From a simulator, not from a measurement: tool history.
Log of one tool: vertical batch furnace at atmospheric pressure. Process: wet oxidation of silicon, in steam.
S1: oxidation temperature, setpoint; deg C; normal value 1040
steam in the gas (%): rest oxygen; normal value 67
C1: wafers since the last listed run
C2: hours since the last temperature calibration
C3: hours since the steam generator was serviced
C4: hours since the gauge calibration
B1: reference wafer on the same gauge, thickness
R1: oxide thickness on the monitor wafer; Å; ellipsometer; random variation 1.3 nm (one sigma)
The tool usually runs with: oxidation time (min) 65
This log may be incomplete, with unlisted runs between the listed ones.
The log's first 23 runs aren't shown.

run 24 hour=612.8 | S1=1059 oxidation_time_(min)=65 steam_in_the_gas_(%)=60 | C1=263 C2=251.6 C3=110.9 C4=248.2 | B1=413.18 | R1=4809.2
run 25 hour=633.1 | S1=1033 oxidation_time_(min)=65 steam_in_the_gas_(%)=77 | C1=252 C2=271.9 C3=131.2 C4=268.5 | B1=412.8 | R1=4943
run 26 hour=654.8 | S1=1022 oxidation_time_(min)=65 steam_in_the_gas_(%)=60 | C1=270 C2=293.6 C3=152.9 C4=290.2 | B1=412.69 | R1=4058.1
run 27 hour=670 | S1=1040 oxidation_time_(min)=65 steam_in_the_gas_(%)=67 | C1=189 C2=308.8 C3=168.1 C4=305.4 | B1=412.98 | R1=4733.4
run 28 hour=705.7 | S1=1022 oxidation_time_(min)=65 steam_in_the_gas_(%)=60 | C1=444 C2=344.5 C3=203.8 C4=341.1 | B1=413.02 | R1=4043.2
run 29 hour=783.3 | S1=1040 oxidation_time_(min)=65 steam_in_the_gas_(%)=67 | C1=965 C2=422.1 C3=281.4 C4=418.7 | B1=413.25 | R1=4719.6
run 30 hour=798.1 | S1=1040 oxidation_time_(min)=65 steam_in_the_gas_(%)=67 | C1=184 C2=436.9 C3=296.2 C4=433.5 | B1=412.79 | R1=4696
run 31 hour=829.9 | S1=1023 oxidation_time_(min)=48 steam_in_the_gas_(%)=63 | C1=395 C2=468.7 C3=328 C4=465.3 | B1=412.95 | R1=3474.2

Branching from run 31: 3 alternative next runs. What would each branch give?
run A hour=835.7 | S1=1040 oxidation_time_(min)=65 steam_in_the_gas_(%)=67 | C1=72 C2=474.5 C3=333.8 C4=471.1 | B1=? | R1=?
run B hour=835.7 | S1=1059 oxidation_time_(min)=94.5 steam_in_the_gas_(%)=78 | C1=72 C2=474.5 C3=333.8 C4=471.1 | B1=? | R1=?
run C hour=835.7 | S1=1064 oxidation_time_(min)=65 steam_in_the_gas_(%)=67 | C1=72 C2=474.5 C3=333.8 C4=471.1 | B1=? | R1=?

run=A B1=413.42 R1=4704.7
run=B B1=413.42 R1=6836.4
run=C B1=413.42 R1=5213.4
Without the tool's hidden state the same runs would have given:
run=A R1=4798.4
run=B R1=6966
run=C R1=5313.9

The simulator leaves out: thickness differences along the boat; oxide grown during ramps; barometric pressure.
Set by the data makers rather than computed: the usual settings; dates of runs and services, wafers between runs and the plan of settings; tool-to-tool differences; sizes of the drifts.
